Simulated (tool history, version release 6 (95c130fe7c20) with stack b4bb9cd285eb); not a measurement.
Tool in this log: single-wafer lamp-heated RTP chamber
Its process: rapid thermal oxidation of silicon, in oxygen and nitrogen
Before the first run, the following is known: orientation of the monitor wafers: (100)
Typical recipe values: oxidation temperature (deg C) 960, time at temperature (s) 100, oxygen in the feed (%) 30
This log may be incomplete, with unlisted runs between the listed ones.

run,day,oxidation temperature (deg C),time at temperature (s),oxygen in the feed (%),wafers since the last listed run,wafers since the last pyrometer calibration,hours since the oxygen flow controller was replaced,hours since the gauge calibration,"read-back reference wafer on the same gauge, thickness",oxide thickness on the monitor wafer (nm)
1,0.000,975,100,17,0,477,5601.9,276.8,4.006,3.265
2,0.671,937,100,30,192,670,5618.0,292.9,4.005,3.043
3,0.983,937,100,30,89,760,5625.5,300.4,4.010,3.044
4,1.692,960,100,30,203,963,5642.5,317.4,4.008,3.487
5,2.258,960,100,30,162,1126,5656.1,331.0,4.012,3.492
6,2.558,960,100,30,86,1212,5663.3,338.2,4.015,3.490
7,3.179,975,100,30,178,1390,5678.2,353.1,4.005,3.866
8,3.542,975,100,30,104,1494,5686.9,361.8,4.009,3.875
9,3.829,975,100,30,82,1576,5693.8,368.7,4.010,3.858
10,4.379,960,100,30,157,1734,5707.0,381.9,4.010,3.509
11,4.750,960,100,30,106,1841,5715.9,390.8,4.011,3.505
12,5.417,960,100,30,191,2032,5731.9,406.8,4.014,3.512
13,7.554,960,100,30,613,2646,5783.2,458.1,4.010,3.531
# day 8.192: oxygen flow controller replaced
14,8.212,960,100,30,93,2739,0.5,473.9,4.010,3.514
15,8.504,960,100,30,83,2823,7.5,480.9,4.014,3.529
# day 8.904: gauge calibrated
16,9.275,960,100,30,221,3044,26.0,8.9,4.007,3.527
17,9.617,986,100,21,98,3142,34.2,17.1,4.009,3.748
# day 10.204: pyrometer window cleaned and pyrometer calibrated
18,10.225,960,100,60,78,5,48.8,31.7,4.014,4.418
19,10.633,960,100,30,117,122,58.6,41.5,4.012,3.591
20,11.100,974,131,17,133,256,69.8,52.7,4.011,3.679
21,11.383,931,100,30,81,338,76.6,59.5,4.013,3.040
22,11.908,960,67,30,150,488,89.2,72.1,4.009,3.104
23,12.429,960,53,30,149,638,101.7,84.6,4.011,2.892
# day 13.221: pyrometer window cleaned and pyrometer calibrated, repeated, since the last time left the tool worse
24,13.242,960,100,30,137,5,121.2,104.1,4.010,3.439
25,13.621,988,100,18,108,114,130.3,113.2,4.011,3.561
26,15.321,960,100,30,487,602,171.1,154.0,4.013,3.464
27,16.004,968,61,41,196,798,187.5,170.4,4.013,3.298
28,16.358,960,100,30,101,900,196.0,178.9,4.009,3.479
29,16.871,971,51,30,147,1047,208.3,191.2,4.012,2.939
30,17.521,950,63,21,186,1234,223.9,206.8,4.011,2.620

Below are 3 alternative next runs, each starting from the tool's condition after run 30. Predict each:
A,17.538,960,68,30,4,1238,224.3,207.2,?,?
B,17.538,933,76,55,4,1238,224.3,207.2,?,?
C,17.538,949,114,55,4,1238,224.3,207.2,?,?

run,"read-back reference wafer on the same gauge, thickness",oxide thickness on the monitor wafer (nm)
A,4.002,3.046
B,4.002,3.149
C,4.002,4.090
Without the tool's hidden state the same runs would have given:
run,oxide thickness on the monitor wafer (nm)
A,3.010
B,3.108
C,4.026

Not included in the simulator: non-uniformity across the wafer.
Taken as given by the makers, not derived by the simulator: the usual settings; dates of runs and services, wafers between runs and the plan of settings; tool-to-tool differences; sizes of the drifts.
